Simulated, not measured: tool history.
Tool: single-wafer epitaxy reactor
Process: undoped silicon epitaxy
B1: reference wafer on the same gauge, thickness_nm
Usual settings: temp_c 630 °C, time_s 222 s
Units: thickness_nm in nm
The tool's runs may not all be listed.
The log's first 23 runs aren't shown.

{"hour": 303.7, "done": "pyrometer calibrated"}
{"run": 24, "hour": 304.2, "temp_c": 636, "time_s": 248, "B1": 17.805, "thickness_nm": 27.73}
{"run": 25, "hour": 320.1, "temp_c": 645, "time_s": 244, "B1": 17.783, "thickness_nm": 34.473}
{"run": 26, "hour": 335.0, "temp_c": 630, "time_s": 222, "B1": 17.765, "thickness_nm": 21.407}
{"run": 27, "hour": 347.0, "temp_c": 630, "time_s": 222, "B1": 17.792, "thickness_nm": 21.416}
{"run": 28, "hour": 360.7, "temp_c": 630, "time_s": 266, "B1": 17.852, "thickness_nm": 25.779}
{"run": 29, "hour": 377.0, "temp_c": 630, "time_s": 222, "B1": 17.795, "thickness_nm": 21.374}
{"run": 30, "hour": 389.8, "temp_c": 639, "time_s": 205, "B1": 17.833, "thickness_nm": 25.058}
{"run": 31, "hour": 397.9, "temp_c": 623, "time_s": 207, "B1": 17.796, "thickness_nm": 16.544}
{"run": 32, "hour": 404.8, "temp_c": 617, "time_s": 183, "B1": 17.784, "thickness_nm": 12.542}

Forecast each of these 4 alternatives for the next run:
{"run": "A", "hour": 405.3, "temp_c": 630, "time_s": 187, "B1": "?", "thickness_nm": "?"}
{"run": "B", "hour": 405.3, "temp_c": 643, "time_s": 254, "B1": "?", "thickness_nm": "?"}
{"run": "C", "hour": 405.3, "temp_c": 617, "time_s": 252, "B1": "?", "thickness_nm": "?"}
{"run": "D", "hour": 405.3, "temp_c": 641, "time_s": 222, "B1": "?", "thickness_nm": "?"}

run=A B1=17.801 thickness_nm=18.028
run=B B1=17.801 thickness_nm=34.126
run=C B1=17.801 thickness_nm=17.24
run=D B1=17.801 thickness_nm=28.362
Without the tool's hidden state the same runs would have given:
run=A thickness_nm=18.028
run=B thickness_nm=34.126
run=C thickness_nm=17.24
run=D thickness_nm=28.362
